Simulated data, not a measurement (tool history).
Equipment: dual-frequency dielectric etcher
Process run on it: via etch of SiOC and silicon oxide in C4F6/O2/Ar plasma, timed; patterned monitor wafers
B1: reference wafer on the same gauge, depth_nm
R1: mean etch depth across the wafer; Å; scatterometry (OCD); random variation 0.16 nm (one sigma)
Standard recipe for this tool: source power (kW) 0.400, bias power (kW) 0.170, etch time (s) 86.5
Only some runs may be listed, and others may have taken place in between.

{"run": 1, "day": 0.0, "source power (kW)": 0.4, "bias power (kW)": 0.17, "etch time (s)": 86.5, "B1": 106.0, "R1": 1070}
{"run": 2, "day": 0.492, "source power (kW)": 0.47, "bias power (kW)": 0.17, "etch time (s)": 86.5, "B1": 105.9, "R1": 1166}
{"run": 3, "day": 1.233, "source power (kW)": 0.47, "bias power (kW)": 0.17, "etch time (s)": 86.5, "B1": 106.0, "R1": 1164}
{"run": 4, "day": 1.942, "source power (kW)": 0.47, "bias power (kW)": 0.17, "etch time (s)": 86.5, "B1": 106.0, "R1": 1164}
{"run": 5, "day": 2.617, "source power (kW)": 0.4, "bias power (kW)": 0.152, "etch time (s)": 86.5, "B1": 106.1, "R1": 1030}
{"run": 6, "day": 2.975, "source power (kW)": 0.4, "bias power (kW)": 0.152, "etch time (s)": 86.5, "B1": 106.0, "R1": 1032}
{"day": 3.267, "done": "gauge calibrated"}
{"run": 7, "day": 3.479, "source power (kW)": 0.4, "bias power (kW)": 0.17, "etch time (s)": 86.5, "B1": 106.0, "R1": 1068}
{"run": 8, "day": 3.783, "source power (kW)": 0.4, "bias power (kW)": 0.17, "etch time (s)": 86.5, "B1": 106.0, "R1": 1066}
{"run": 9, "day": 4.058, "source power (kW)": 0.4, "bias power (kW)": 0.17, "etch time (s)": 86.5, "B1": 106.0, "R1": 1067}
{"run": 10, "day": 5.979, "source power (kW)": 0.36, "bias power (kW)": 0.17, "etch time (s)": 86.5, "B1": 106.0, "R1": 1001}
{"run": 11, "day": 6.592, "source power (kW)": 0.36, "bias power (kW)": 0.17, "etch time (s)": 86.5, "B1": 106.0, "R1": 1007}
{"run": 12, "day": 6.954, "source power (kW)": 0.4, "bias power (kW)": 0.17, "etch time (s)": 86.5, "B1": 106.0, "R1": 1066}
{"run": 13, "day": 7.346, "source power (kW)": 0.4, "bias power (kW)": 0.17, "etch time (s)": 86.5, "B1": 106.0, "R1": 1064}
{"run": 14, "day": 7.954, "source power (kW)": 0.44, "bias power (kW)": 0.211, "etch time (s)": 74.0, "B1": 106.0, "R1": 1027}
{"day": 8.942, "done": "bias power generator calibrated"}
{"day": 9.5, "done": "wet clean of the chamber"}
{"run": 15, "day": 9.521, "source power (kW)": 0.4, "bias power (kW)": 0.17, "etch time (s)": 86.5, "B1": 106.0, "R1": 1081}
{"run": 16, "day": 9.533, "source power (kW)": 0.35, "bias power (kW)": 0.17, "etch time (s)": 93.5, "B1": 105.9, "R1": 1088}
{"run": 17, "day": 9.6, "source power (kW)": 0.4, "bias power (kW)": 0.17, "etch time (s)": 96.0, "B1": 106.1, "R1": 1200}
{"run": 18, "day": 11.367, "source power (kW)": 0.44, "bias power (kW)": 0.148, "etch time (s)": 86.5, "B1": 106.0, "R1": 1092}
{"day": 11.646, "done": "source power generator calibrated"}
{"day": 12.025, "done": "gauge calibrated"}
{"day": 12.812, "done": "upper electrode replaced"}
{"run": 19, "day": 12.833, "source power (kW)": 0.4, "bias power (kW)": 0.153, "etch time (s)": 86.5, "B1": 106.0, "R1": 1015}
{"run": 20, "day": 13.183, "source power (kW)": 0.33, "bias power (kW)": 0.142, "etch time (s)": 86.5, "B1": 106.0, "R1": 891}
{"run": 21, "day": 13.792, "source power (kW)": 0.44, "bias power (kW)": 0.148, "etch time (s)": 86.5, "B1": 106.0, "R1": 1061}
{"run": 22, "day": 15.154, "source power (kW)": 0.4, "bias power (kW)": 0.158, "etch time (s)": 65.0, "B1": 106.1, "R1": 772}
{"run": 23, "day": 15.679, "source power (kW)": 0.4, "bias power (kW)": 0.17, "etch time (s)": 86.5, "B1": 105.9, "R1": 1047}
{"run": 24, "day": 16.058, "source power (kW)": 0.44, "bias power (kW)": 0.182, "etch time (s)": 108.0, "B1": 106.0, "R1": 1413}

Below are 5 alternative next runs, each starting from the tool's condition after run 24. Predict each:
{"run": "A", "day": 16.075, "source power (kW)": 0.4, "bias power (kW)": 0.137, "etch time (s)": 86.5, "B1": "?", "R1": "?"}
{"run": "B", "day": 16.075, "source power (kW)": 0.33, "bias power (kW)": 0.206, "etch time (s)": 95.5, "B1": "?", "R1": "?"}
{"run": "C", "day": 16.075, "source power (kW)": 0.44, "bias power (kW)": 0.17, "etch time (s)": 97.5, "B1": "?", "R1": "?"}
{"run": "D", "day": 16.075, "source power (kW)": 0.35, "bias power (kW)": 0.17, "etch time (s)": 86.5, "B1": "?", "R1": "?"}
{"run": "E", "day": 16.075, "source power (kW)": 0.49, "bias power (kW)": 0.146, "etch time (s)": 60.5, "B1": "?", "R1": "?"}

run=A B1=106.0 R1=982
run=B B1=106.0 R1=1102
run=C B1=106.0 R1=1244
run=D B1=106.0 R1=972
run=E B1=106.0 R1=781
What these runs would have given with no unlogged condition in the tool:
run=A R1=984
run=B R1=1104
run=C R1=1246
run=D R1=974
run=E R1=782
